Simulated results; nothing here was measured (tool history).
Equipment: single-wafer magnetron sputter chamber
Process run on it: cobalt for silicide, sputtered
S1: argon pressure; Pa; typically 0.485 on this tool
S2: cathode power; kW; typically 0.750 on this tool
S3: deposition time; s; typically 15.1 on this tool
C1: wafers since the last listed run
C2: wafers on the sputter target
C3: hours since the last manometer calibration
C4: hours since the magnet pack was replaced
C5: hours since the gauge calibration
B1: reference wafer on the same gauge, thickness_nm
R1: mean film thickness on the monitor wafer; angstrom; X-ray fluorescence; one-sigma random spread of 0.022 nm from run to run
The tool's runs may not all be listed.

run 1 hour=0.0 | S1=0.485 S2=0.750 S3=15.1 | C1=0 C2=3177 C3=1168.9 C4=10771.3 C5=749.3 | B1=5.575 | R1=54.16
run 2 hour=62.3 | S1=0.485 S2=0.750 S3=15.1 | C1=1585 C2=4762 C3=1231.2 C4=10833.6 C5=811.6 | B1=5.562 | R1=54.18
run 3 hour=91.8 | S1=0.485 S2=0.750 S3=15.1 | C1=750 C2=5512 C3=1260.7 C4=10863.1 C5=841.1 | B1=5.557 | R1=53.78
-- hour=122.6 sputter target and shields replaced
run 4 hour=155.8 | S1=0.485 S2=0.750 S3=15.1 | C1=1424 C2=843 C3=1324.7 C4=10927.1 C5=905.1 | B1=5.541 | R1=53.40
run 5 hour=183.7 | S1=0.485 S2=0.750 S3=15.1 | C1=709 C2=1553 C3=1352.6 C4=10955.0 C5=933.0 | B1=5.531 | R1=53.83
run 6 hour=222.3 | S1=0.485 S2=0.750 S3=15.1 | C1=982 C2=2535 C3=1391.2 C4=10993.6 C5=971.6 | B1=5.530 | R1=53.53
run 7 hour=269.8 | S1=0.485 S2=0.750 S3=15.9 | C1=1208 C2=3744 C3=1438.7 C4=11041.1 C5=1019.1 | B1=5.518 | R1=56.79
run 8 hour=316.6 | S1=0.485 S2=0.750 S3=15.1 | C1=1190 C2=4934 C3=1485.5 C4=11087.9 C5=1065.9 | B1=5.514 | R1=53.07
run 9 hour=363.7 | S1=0.590 S2=0.750 S3=15.1 | C1=1198 C2=6133 C3=1532.6 C4=11135.0 C5=1113.0 | B1=5.503 | R1=51.77
-- hour=367.0 gauge calibrated
-- hour=383.5 sputter target and shields replaced
run 10 hour=433.6 | S1=0.590 S2=0.750 S3=15.1 | C1=1574 C2=1273 C3=1602.5 C4=11204.9 C5=66.6 | B1=5.676 | R1=53.47
run 11 hour=500.6 | S1=0.485 S2=0.750 S3=15.1 | C1=1704 C2=2978 C3=1669.5 C4=11271.9 C5=133.6 | B1=5.668 | R1=55.57
run 12 hour=552.6 | S1=0.568 S2=0.750 S3=15.1 | C1=1323 C2=4301 C3=1721.5 C4=11323.9 C5=185.6 | B1=5.657 | R1=54.05
run 13 hour=616.4 | S1=0.408 S2=0.600 S3=15.1 | C1=1623 C2=5924 C3=1785.3 C4=11387.7 C5=249.4 | B1=5.644 | R1=45.45
-- hour=644.4 sputter target and shields replaced
-- hour=646.3 magnet pack replaced
run 14 hour=646.8 | S1=0.293 S2=0.750 S3=15.1 | C1=520 C2=12 C3=1815.7 C4=0.5 C5=279.8 | B1=5.637 | R1=57.74
run 15 hour=691.8 | S1=0.485 S2=0.750 S3=17.7 | C1=1144 C2=1157 C3=1860.7 C4=45.5 C5=324.8 | B1=5.635 | R1=64.64
run 16 hour=727.3 | S1=0.485 S2=0.750 S3=14.0 | C1=903 C2=2061 C3=1896.2 C4=81.0 C5=360.3 | B1=5.627 | R1=50.61
run 17 hour=767.0 | S1=0.370 S2=0.650 S3=13.8 | C1=1010 C2=3071 C3=1935.9 C4=120.7 C5=400.0 | B1=5.620 | R1=44.87
run 18 hour=836.5 | S1=0.402 S2=0.800 S3=17.3 | C1=1768 C2=4839 C3=2005.4 C4=190.2 C5=469.5 | B1=5.605 | R1=68.12
-- hour=863.9 capacitance manometer re-zeroed and calibrated
run 19 hour=886.5 | S1=0.297 S2=0.900 S3=13.8 | C1=1068 C2=5907 C3=22.6 C4=240.2 C5=519.5 | B1=5.593 | R1=62.25
-- hour=926.5 sputter target and shields replaced
run 20 hour=928.9 | S1=0.566 S2=0.800 S3=15.1 | C1=875 C2=61 C3=65.0 C4=282.6 C5=561.9 | B1=5.589 | R1=56.15
run 21 hour=987.0 | S1=0.485 S2=0.850 S3=15.1 | C1=1478 C2=1539 C3=123.1 C4=340.7 C5=620.0 | B1=5.575 | R1=60.92
run 22 hour=1044.1 | S1=0.485 S2=0.750 S3=15.1 | C1=1452 C2=2992 C3=180.2 C4=397.8 C5=677.1 | B1=5.568 | R1=54.08
run 23 hour=1076.2 | S1=0.485 S2=0.750 S3=14.0 | C1=816 C2=3809 C3=212.3 C4=429.9 C5=709.2 | B1=5.556 | R1=49.96
run 24 hour=1101.1 | S1=0.485 S2=0.750 S3=15.1 | C1=633 C2=4442 C3=237.2 C4=454.8 C5=734.1 | B1=5.552 | R1=54.09
run 25 hour=1144.1 | S1=0.363 S2=0.900 S3=14.1 | C1=1094 C2=5536 C3=280.2 C4=497.8 C5=777.1 | B1=5.544 | R1=62.36

Pick out some run-to-run changes in R1. Of each, how much would a tool without hidden state show as well, from the settings, what came in and chance, and how much is left for the hidden state and any gauge scatter not in both results compared?
The hidden state here: deposition rate above that of a new target (%); true argon pressure above the setpoint (%); gauge reads high (%).
Run 9 -> 10: gauge calibrated, sputter target and shields replaced. R1 +1.70 angstrom: hidden state +1.67, all else +0.03.
Run 15 -> 16: S3 17.7 -> 14.0. R1 -14.03 angstrom: hidden state +0.09, all else -14.12.
Run 17 -> 18: S1 0.370 -> 0.402, S2 0.650 -> 0.800, S3 13.8 -> 17.3. R1 +23.25 angstrom: hidden state -0.45, all else +23.70.

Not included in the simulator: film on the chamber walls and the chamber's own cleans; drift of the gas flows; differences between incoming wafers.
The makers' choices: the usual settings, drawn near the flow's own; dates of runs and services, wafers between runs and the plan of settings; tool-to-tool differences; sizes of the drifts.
